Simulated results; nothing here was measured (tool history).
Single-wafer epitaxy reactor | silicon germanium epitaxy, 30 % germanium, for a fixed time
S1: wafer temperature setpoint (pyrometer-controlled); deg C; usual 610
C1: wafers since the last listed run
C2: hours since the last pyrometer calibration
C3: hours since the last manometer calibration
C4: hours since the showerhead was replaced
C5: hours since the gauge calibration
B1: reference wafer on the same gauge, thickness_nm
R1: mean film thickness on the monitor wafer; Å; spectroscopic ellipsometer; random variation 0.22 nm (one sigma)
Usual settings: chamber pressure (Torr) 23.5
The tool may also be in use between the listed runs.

{"run": 1, "hour": 0.0, "S1": 610, "chamber pressure (Torr)": 23.5, "C1": 0, "C2": 1206.8, "C3": 2356.5, "C4": 6953.7, "C5": 96.6, "B1": 67.168, "R1": 727.44}
{"run": 2, "hour": 31.6, "S1": 610, "chamber pressure (Torr)": 23.5, "C1": 630, "C2": 1238.4, "C3": 2388.1, "C4": 6985.3, "C5": 128.2, "B1": 67.128, "R1": 726.71}
{"run": 3, "hour": 59.5, "S1": 610, "chamber pressure (Torr)": 23.5, "C1": 557, "C2": 1266.3, "C3": 2416.0, "C4": 7013.2, "C5": 156.1, "B1": 67.205, "R1": 729.8}
{"run": 4, "hour": 91.8, "S1": 622, "chamber pressure (Torr)": 19.5, "C1": 644, "C2": 1298.6, "C3": 2448.3, "C4": 7045.5, "C5": 188.4, "B1": 67.198, "R1": 872.4}
{"run": 5, "hour": 110.1, "S1": 622, "chamber pressure (Torr)": 19.5, "C1": 365, "C2": 1316.9, "C3": 2466.6, "C4": 7063.8, "C5": 206.7, "B1": 67.161, "R1": 879.87}
{"run": 6, "hour": 136.5, "S1": 610, "chamber pressure (Torr)": 19.7, "C1": 527, "C2": 1343.3, "C3": 2493.0, "C4": 7090.2, "C5": 233.1, "B1": 67.216, "R1": 695.85}
{"run": 7, "hour": 164.4, "S1": 610, "chamber pressure (Torr)": 19.7, "C1": 557, "C2": 1371.2, "C3": 2520.9, "C4": 7118.1, "C5": 261.0, "B1": 67.213, "R1": 693.18}
{"hour": 185.4, "done": "pyrometer calibrated"}
{"run": 8, "hour": 185.9, "S1": 610, "chamber pressure (Torr)": 23.5, "C1": 269, "C2": 0.5, "C3": 2542.4, "C4": 7139.6, "C5": 282.5, "B1": 67.196, "R1": 726.21}
{"hour": 219.3, "done": "gauge calibrated"}
{"hour": 266.7, "done": "showerhead replaced"}
{"run": 9, "hour": 286.2, "S1": 599, "chamber pressure (Torr)": 27.3, "C1": 1842, "C2": 100.8, "C3": 2642.7, "C4": 19.5, "C5": 66.9, "B1": 67.225, "R1": 609.42}
{"run": 10, "hour": 304.7, "S1": 598, "chamber pressure (Torr)": 19.6, "C1": 369, "C2": 119.3, "C3": 2661.2, "C4": 38.0, "C5": 85.4, "B1": 67.182, "R1": 539.06}
{"run": 11, "hour": 324.6, "S1": 618, "chamber pressure (Torr)": 21.8, "C1": 397, "C2": 139.2, "C3": 2681.1, "C4": 57.9, "C5": 105.3, "B1": 67.159, "R1": 837.24}
{"hour": 351.4, "done": "capacitance manometer re-zeroed and calibrated"}
{"run": 12, "hour": 357.6, "S1": 600, "chamber pressure (Torr)": 19.1, "C1": 499, "C2": 172.2, "C3": 6.2, "C4": 90.9, "C5": 138.3, "B1": 67.164, "R1": 557.47}
{"run": 13, "hour": 384.5, "S1": 605, "chamber pressure (Torr)": 19.2, "C1": 537, "C2": 199.1, "C3": 33.1, "C4": 117.8, "C5": 165.2, "B1": 67.189, "R1": 620.73}
{"run": 14, "hour": 410.4, "S1": 610, "chamber pressure (Torr)": 23.5, "C1": 517, "C2": 225.0, "C3": 59.0, "C4": 143.7, "C5": 191.1, "B1": 67.21, "R1": 728.39}
{"run": 15, "hour": 443.0, "S1": 618, "chamber pressure (Torr)": 23.5, "C1": 650, "C2": 257.6, "C3": 91.6, "C4": 176.3, "C5": 223.7, "B1": 67.239, "R1": 851.47}
{"run": 16, "hour": 469.1, "S1": 610, "chamber pressure (Torr)": 18.9, "C1": 521, "C2": 283.7, "C3": 117.7, "C4": 202.4, "C5": 249.8, "B1": 67.224, "R1": 686.28}

Forecast each of these 5 alternatives for the next run:
{"run": "A", "hour": 469.5, "S1": 610, "chamber pressure (Torr)": 23.5, "C1": 7, "C2": 284.1, "C3": 118.1, "C4": 202.8, "C5": 250.2, "B1": "?", "R1": "?"}
{"run": "B", "hour": 469.5, "S1": 606, "chamber pressure (Torr)": 18.4, "C1": 7, "C2": 284.1, "C3": 118.1, "C4": 202.8, "C5": 250.2, "B1": "?", "R1": "?"}
{"run": "C", "hour": 469.5, "S1": 610, "chamber pressure (Torr)": 26.2, "C1": 7, "C2": 284.1, "C3": 118.1, "C4": 202.8, "C5": 250.2, "B1": "?", "R1": "?"}
{"run": "D", "hour": 469.5, "S1": 615, "chamber pressure (Torr)": 27.1, "C1": 7, "C2": 284.1, "C3": 118.1, "C4": 202.8, "C5": 250.2, "B1": "?", "R1": "?"}
{"run": "E", "hour": 469.5, "S1": 620, "chamber pressure (Torr)": 17.7, "C1": 7, "C2": 284.1, "C3": 118.1, "C4": 202.8, "C5": 250.2, "B1": "?", "R1": "?"}

run=A B1=67.181 R1=727.32
run=B B1=67.181 R1=626.02
run=C B1=67.181 R1=750.87
run=D B1=67.181 R1=839.19
run=E B1=67.181 R1=822.08
Without the tool's hidden state the same runs would have given:
run=A R1=727.32
run=B R1=626.02
run=C R1=750.87
run=D R1=839.19
run=E R1=822.08
